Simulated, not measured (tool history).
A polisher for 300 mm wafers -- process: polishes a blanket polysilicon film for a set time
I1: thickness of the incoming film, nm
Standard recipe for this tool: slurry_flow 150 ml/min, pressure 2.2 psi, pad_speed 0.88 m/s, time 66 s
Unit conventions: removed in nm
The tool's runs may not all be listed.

Run 1, hour 0: usual settings; I1 1972.6. Result: removed 414.7 nm.
Run 2, hour 11.7: usual settings; I1 2020.2. Result: removed 415.9 nm.
Run 3, hour 39.3: usual settings; I1 1955.2. Result: removed 430.3 nm.
Run 4, hour 64.9: usual settings but pad_speed 1.1 m/s; I1 1978.8. Result: removed 517.8 nm.
Run 5, hour 79.8: usual settings but pad_speed 1.1 m/s; I1 1982.6. Result: removed 511.7 nm.
Run 6, hour 105.4: usual settings; I1 1962.2. Result: removed 421.6 nm.
Run 7, hour 138.1: usual settings; I1 1961.6. Result: removed 427.3 nm.
Run 8, hour 154.2: usual settings but slurry_flow 135 ml/min; I1 1945.2. Result: removed 412 nm.
Run 9, hour 186.4: usual settings but slurry_flow 135 ml/min; I1 1996.8. Result: removed 422.5 nm.
At hour 209.5: worn pad replaced by a new one.
Run 10, hour 221.9: usual settings but slurry_flow 135 ml/min; I1 1965.3. Result: removed 416.1 nm.
Run 11, hour 243.1: usual settings; I1 1980.6. Result: removed 419.8 nm.
Run 12, hour 268.2: usual settings; I1 1972.6. Result: removed 420.6 nm.
Run 13, hour 302.5: usual settings but slurry_flow 170 ml/min; I1 1991.1. Result: removed 431.1 nm.
Run 14, hour 333.1: usual settings but time 78 s; I1 1989.7. Result: removed 490.5 nm.
Run 15, hour 350.3: usual settings but pad_speed 0.68 m/s; I1 1974.6. Result: removed 323.1 nm.
Run 16, hour 369.1: usual settings; I1 1976.7. Result: removed 422.9 nm.
Run 17, hour 382.6: usual settings but slurry_flow 135 ml/min; I1 1976.3. Result: removed 411.1 nm.
At hour 408.4: worn pad replaced by a new one.
Run 18, hour 408.9: usual settings; I1 1985. Result: removed 421.6 nm.
At hour 411: slurry nozzle cleaned.
Run 19, hour 422.6: usual settings but pressure 2.8 psi; I1 1983.2. Result: removed 539 nm.
Run 20, hour 445.1: usual settings but pad_speed 1.06 m/s; I1 1967.8. Result: removed 505.6 nm.
Run 21, hour 457.3: usual settings but pressure 2.5 psi; I1 1994.3. Result: removed 480.6 nm.
Run 22, hour 470.8: usual settings but pressure 1.5 psi, time 47 s; I1 1979.4. Result: removed 202.6 nm.
Run 23, hour 487: usual settings but pressure 2.4 psi, pad_speed 1.12 m/s; I1 1990.3. Result: removed 576.7 nm.
Run 24, hour 510.8: usual settings but pressure 1.7 psi, pad_speed 0.8 m/s, time 86 s; I1 1973.2. Result: removed 387.6 nm.
Run 25, hour 534.7: usual settings but slurry_flow 135 ml/min, pressure 1.5 psi, pad_speed 0.58 m/s, time 55 s; I1 1970.6. Result: removed 155.1 nm.
Run 26, hour 567: usual settings; I1 1968.7. Result: removed 429 nm.
Run 27, hour 596: usual settings but pressure 3 psi, time 58 s; I1 1992.6. Result: removed 504.1 nm.
At hour 601.2: head pressure recalibrated.
Run 28, hour 614.8: usual settings; I1 1993. Result: removed 421.3 nm.
At hour 631.7: worn pad replaced by a new one.
Run 29, hour 649.7: usual settings but slurry_flow 165 ml/min; I1 1981.5. Result: removed 428.8 nm.
Run 30, hour 665.9: usual settings but slurry_flow 110 ml/min, pad_speed 0.68 m/s; I1 1978.8. Result: removed 310.4 nm.
Run 31, hour 689.8: usual settings but slurry_flow 195 ml/min, pressure 2.7 psi; I1 2005.9. Result: removed 528 nm.
Run 32, hour 711.6: usual settings but slurry_flow 135 ml/min, pressure 2.8 psi, pad_speed 0.76 m/s, time 53 s; I1 1964.5. Result: removed 368.8 nm.
Run 33, hour 802.9: usual settings; I1 1987.6. Result: removed 414.5 nm.
Run 34, hour 821.9: usual settings but time 57 s; I1 1995.5. Result: removed 363.9 nm.
At hour 857.9: worn pad replaced by a new one.
Run 35, hour 858.4: usual settings; I1 1993.1. Result: removed 422 nm.
Run 36, hour 873.6: usual settings but slurry_flow 165 ml/min, time 45 s; I1 1975.4. Result: removed 290.8 nm.
Run 37, hour 886.1: usual settings; I1 1983.3. Result: removed 426.8 nm.

Alternative continuations, all from the tool just after run 37; predict every row:
Run A, hour 886.5: usual settings but pad_speed 0.98 m/s; I1 2009.7. Result: removed ?.
Run B, hour 886.5: usual settings but slurry_flow 195 ml/min; I1 2009.7. Result: removed ?.
Run C, hour 886.5: usual settings but slurry_flow 115 ml/min, pressure 1.8 psi, pad_speed 0.74 m/s, time 50 s; I1 2009.7. Result: removed ?.
Run D, hour 886.5: usual settings but slurry_flow 175 ml/min, pressure 2.8 psi; I1 2009.7. Result: removed ?.

run  removed
  A      463
  B    429.2
  C      209
  D    539.4
Without the tool's unlogged condition, the same runs would have read:
run  removed
  A      463
  B    429.2
  C      209
  D    539.4
